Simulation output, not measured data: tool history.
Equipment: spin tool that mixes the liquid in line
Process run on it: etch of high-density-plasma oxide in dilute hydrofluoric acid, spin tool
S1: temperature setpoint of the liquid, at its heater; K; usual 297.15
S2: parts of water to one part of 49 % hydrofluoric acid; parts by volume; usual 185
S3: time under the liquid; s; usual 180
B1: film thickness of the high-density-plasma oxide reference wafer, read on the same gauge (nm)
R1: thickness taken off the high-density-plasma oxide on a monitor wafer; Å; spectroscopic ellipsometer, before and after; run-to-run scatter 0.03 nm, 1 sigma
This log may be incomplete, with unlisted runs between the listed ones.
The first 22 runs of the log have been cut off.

run   hour      S1   S2   S3      B1     R1
 23  353.2  293.15  185  180     150     43
 24  369.2  301.65  100  290     150  195.5
 25  377.6  297.15  185  270     150   74.6
 26  390.4  297.15  185  180  150.03     50
 27  401.8  301.65  225   80  150.01   20.5
 28  411.6  297.15  185  180  150.03   50.4
 29  425.2  297.15  185  180  149.99   49.2
 30  436.9  293.15  250  255     150   42.5
 31  446.1  293.15  210  280  149.98   57.1

Alternative continuations, all from the tool just after run 31; predict every row:
  A  446.6  297.15  185  180   ?   ?
  B  446.6  293.15  185  230   ?   ?
  C  446.6  297.15  185  285   ?   ?
  D  446.6  297.15  140  180   ?   ?
  E  446.6  294.15  155   75   ?   ?

run   B1    R1
  A  150    50
  B  150  54.9
  C  150  79.2
  D  150  69.5
  E  150  22.9
What these runs would have given with no unlogged condition in the tool:
run    R1
  A    50
  B  54.9
  C  79.2
  D  69.5
  E  22.9
